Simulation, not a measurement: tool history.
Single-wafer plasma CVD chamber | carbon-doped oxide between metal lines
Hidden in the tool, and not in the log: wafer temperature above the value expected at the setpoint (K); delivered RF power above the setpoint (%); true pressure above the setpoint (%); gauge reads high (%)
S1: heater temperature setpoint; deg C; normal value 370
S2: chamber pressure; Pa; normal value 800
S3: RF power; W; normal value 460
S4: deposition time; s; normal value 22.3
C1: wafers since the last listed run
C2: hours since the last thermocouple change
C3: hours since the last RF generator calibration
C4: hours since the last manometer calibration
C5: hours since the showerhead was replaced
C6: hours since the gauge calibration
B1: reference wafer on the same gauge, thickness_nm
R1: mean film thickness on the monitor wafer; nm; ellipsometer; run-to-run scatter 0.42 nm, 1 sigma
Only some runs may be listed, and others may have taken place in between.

run    hour   S1   S2   S3    S4    C1      C2      C3      C4      C5      C6       B1       R1
  1       0  370  800  460  22.3     0  1217.1   391.5   443.8  5071.4   628.9  109.092  105.481
  2    70.8  370  800  460  22.3  1758  1287.9   462.3   514.6  5142.2   699.7  108.955  106.344
  3   111.3  370  800  460  24.2  1005  1328.4   502.8   555.1  5182.7   740.2  109.047  116.005
  4   154.1  370  800  460  22.3  1062  1371.2   545.6   597.9  5225.5     783  109.015  106.251
  5   245.6  370  800  460  22.3  2272  1462.7   637.1   689.4    5317   874.5  109.027   105.65
  6   290.4  370  800  460  22.3  1112  1507.5   681.9   734.2  5361.8   919.3  108.977   105.71
  7   349.9  370  800  460  22.3  1477    1567   741.4   793.7  5421.3   978.8  108.954   106.22
  8   449.9  370  800  515  25.4  2483    1667   841.4   893.7  5521.3  1078.8  108.918  134.055
  9   550.3  370  800  515  25.4  2493  1767.4   941.8   994.1  5621.7  1179.2  108.927  133.067
 10   632.7  370  800  460  22.3  2046  1849.8  1024.2  1076.5  5704.1  1261.6   109.01  106.424
 11   690.2  370  800  460  22.3  1427  1907.3  1081.7    1134  5761.6  1319.1  109.023  105.122
 12   730.1  370  800  460  22.3   990  1947.2  1121.6  1173.9  5801.5    1359  108.893  105.629
      791.4  -- gauge calibrated
 13   801.4  370  945  460  22.3  1770  2018.5  1192.9  1245.2  5872.8      10  109.079  106.921
      842.7  -- RF generator calibrated
      886.9  -- capacitance manometer re-zeroed and calibrated
 14   887.4  359  964  460  25.3  1738  2104.5    44.7     0.5  5958.8      96  108.894  124.548
 15   983.7  370  800  460    26  2391  2200.8     141    96.8  6055.1   192.3  109.088  123.115
 16  1087.9  370  800  460  20.8  2587    2305   245.2     201  6159.3   296.5      109   98.435
 17    1149  384  800  530  22.3  1517  2366.1   306.3   262.1  6220.4   357.6  108.935  115.193
 18  1186.2  382  800  530  23.7   923  2403.3   343.5   299.3  6257.6   394.8  108.941  122.401
 19  1259.8  365  928  385  19.5  1827  2476.9   417.1   372.9  6331.2   468.4   108.91   77.869
       1276  -- showerhead replaced
 20  1317.6  384  987  375  22.3  1236  2534.7   474.9   430.7    41.6   526.2  109.072   82.275
 21  1404.8  362  659  490    25  2165  2621.9   562.1   517.9   128.8   613.4  109.034  123.931
 22  1504.3  370  800  550  23.5  2470  2721.4   661.6   617.4   228.3   712.9  109.081  128.712
 23    1553  370  800  460  22.3  1209  2770.1   710.3   666.1     277   761.6  108.892  105.447
     1603.1  -- thermocouple changed; heater temperature recalibrated
 24  1643.6  370  917  460  22.3  2051    40.5   800.9   756.7   367.6   852.2  109.144  107.646
 25  1748.7  370  800  460  22.3  2609   145.6     906   861.8   472.7   957.3  108.969  106.696
 26  1844.2  377  740  500  20.4  2371   241.1  1001.5   957.3   568.2  1052.8  109.001  102.766
 27  1880.2  370  800  460  22.3   893   277.1  1037.5   993.3   604.2  1088.8  109.137  106.531
 28  2094.2  370  800  460    26  5313   491.1  1251.5  1207.3   818.2  1302.8  108.982  124.225
     2111.7  -- RF generator calibrated
 29  2170.7  370  800  460  22.3  1700   567.6      59  1283.8   894.7  1379.3  108.925  106.906

Predict each of these 3 candidate next runs independently; none follows another, all start after run 29:
  A  2171.1  370  800  535  22.3   9  568  59.4  1284.2  895.1  1379.7   ?   ?
  B  2171.1  361  800  460  22.3   9  568  59.4  1284.2  895.1  1379.7   ?   ?
  C  2171.1  362  800  460  22.3   9  568  59.4  1284.2  895.1  1379.7   ?   ?

run       B1       R1
  A  108.869  121.585
  B  108.869  109.448
  C  108.869  109.141
Had the tool no hidden state, the same runs would have come out as:
run       R1
  A  121.734
  B  109.604
  C  109.291
